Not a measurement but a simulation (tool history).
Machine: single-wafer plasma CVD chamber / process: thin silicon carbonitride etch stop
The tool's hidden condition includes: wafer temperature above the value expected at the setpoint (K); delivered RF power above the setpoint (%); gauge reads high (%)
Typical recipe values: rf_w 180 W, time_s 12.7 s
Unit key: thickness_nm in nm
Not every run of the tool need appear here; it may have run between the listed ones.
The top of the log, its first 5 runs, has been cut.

| run | hour | rf_w | time_s | wafers since the last listed run | hours since the last thermocouple change | hours since the last RF generator calibration | hours since the showerhead was replaced | hours since the gauge calibration | read-back reference wafer on the same gauge, thickness_nm | thickness_nm |
|---|---|---|---|---|---|---|---|---|---|---|
| 6 | 261.6 | 180 | 12.7 | 759 | 1612.2 | 901.4 | 6318.4 | 562.6 | 8.008 | 6.702 |
| 7 | 314.8 | 180 | 12.7 | 865 | 1665.4 | 954.6 | 6371.6 | 615.8 | 8.011 | 6.776 |
| 8 | 354.1 | 180 | 12.7 | 639 | 1704.7 | 993.9 | 6410.9 | 655.1 | 8.015 | 6.758 |
| 9 | 393.6 | 195 | 12.7 | 642 | 1744.2 | 1033.4 | 6450.4 | 694.6 | 8.003 | 6.883 |
| 10 | 464.7 | 195 | 12.7 | 1156 | 1815.3 | 1104.5 | 6521.5 | 765.7 | 8.003 | 6.914 |
| 11 | 517.5 | 180 | 14.5 | 858 | 1868.1 | 1157.3 | 6574.3 | 818.5 | 8.010 | 7.668 |
| 12 | 548.3 | 195 | 13.7 | 500 | 1898.9 | 1188.1 | 6605.1 | 849.3 | 8.002 | 7.490 |
| 13 | 602.5 | 195 | 13.7 | 881 | 1953.1 | 1242.3 | 6659.3 | 903.5 | 8.012 | 7.396 |
| 14 | 655.1 | 195 | 13.7 | 855 | 2005.7 | 1294.9 | 6711.9 | 956.1 | 8.020 | 7.419 |
|  | 684.9 | showerhead replaced |
| 15 | 718.9 | 180 | 12.7 | 907 | 2069.5 | 1358.7 | 34.0 | 1019.9 | 8.011 | 6.718 |
| 16 | 785.9 | 205 | 10.5 | 1089 | 2136.5 | 1425.7 | 101.0 | 1086.9 | 8.010 | 5.757 |
|  | 790.1 | gauge calibrated |
| 17 | 851.4 | 145 | 11.5 | 1065 | 2202.0 | 1491.2 | 166.5 | 61.3 | 8.001 | 5.628 |
|  | 888.7 | thermocouple changed; heater temperature recalibrated |
| 18 | 889.2 | 170 | 12.7 | 484 | 0.5 | 1529.0 | 204.3 | 99.1 | 8.007 | 6.552 |
| 19 | 933.9 | 180 | 14.4 | 727 | 45.2 | 1573.7 | 249.0 | 143.8 | 8.018 | 7.594 |
| 20 | 963.2 | 180 | 12.7 | 476 | 74.5 | 1603.0 | 278.3 | 173.1 | 8.001 | 6.648 |
|  | 982.7 | RF generator calibrated |
| 21 | 1033.5 | 210 | 10.5 | 1013 | 144.8 | 50.8 | 348.6 | 243.4 | 8.013 | 5.889 |
| 22 | 1076.3 | 180 | 12.7 | 696 | 187.6 | 93.6 | 391.4 | 286.2 | 8.004 | 6.756 |
| 23 | 1133.8 | 180 | 12.7 | 935 | 245.1 | 151.1 | 448.9 | 343.7 | 8.009 | 6.740 |
| 24 | 1166.5 | 150 | 11.4 | 531 | 277.8 | 183.8 | 481.6 | 376.4 | 8.009 | 5.749 |
| 25 | 1192.5 | 215 | 13.9 | 422 | 303.8 | 209.8 | 507.6 | 402.4 | 8.009 | 7.790 |
| 26 | 1225.8 | 180 | 12.7 | 541 | 337.1 | 243.1 | 540.9 | 435.7 | 8.003 | 6.836 |
| 27 | 1308.9 | 165 | 11.9 | 1351 | 420.2 | 326.2 | 624.0 | 518.8 | 8.007 | 6.213 |
| 28 | 1509.2 | 210 | 12.7 | 3257 | 620.5 | 526.5 | 824.3 | 719.1 | 8.016 | 7.103 |
| 29 | 1540.8 | 180 | 11.5 | 513 | 652.1 | 558.1 | 855.9 | 750.7 | 8.008 | 6.099 |
| 30 | 1575.7 | 180 | 11.4 | 567 | 687.0 | 593.0 | 890.8 | 785.6 | 8.011 | 6.088 |

Branching from run 30: 4 alternative next runs. What would each branch give?
| A | 1576.1 | 190 | 12.7 | 6 | 687.4 | 593.4 | 891.2 | 786.0 | ? | ? |
| B | 1576.1 | 160 | 14.4 | 6 | 687.4 | 593.4 | 891.2 | 786.0 | ? | ? |
| C | 1576.1 | 195 | 14.3 | 6 | 687.4 | 593.4 | 891.2 | 786.0 | ? | ? |
| D | 1576.1 | 165 | 13.4 | 6 | 687.4 | 593.4 | 891.2 | 786.0 | ? | ? |

| run | read-back reference wafer on the same gauge, thickness_nm | thickness_nm |
|---|---|---|
| A | 8.005 | 6.859 |
| B | 8.005 | 7.393 |
| C | 8.005 | 7.782 |
| D | 8.005 | 6.942 |
With no hidden state in the tool, these same runs would have given:
| run | thickness_nm |
|---|---|
| A | 6.897 |
| B | 7.434 |
| C | 7.825 |
| D | 6.981 |
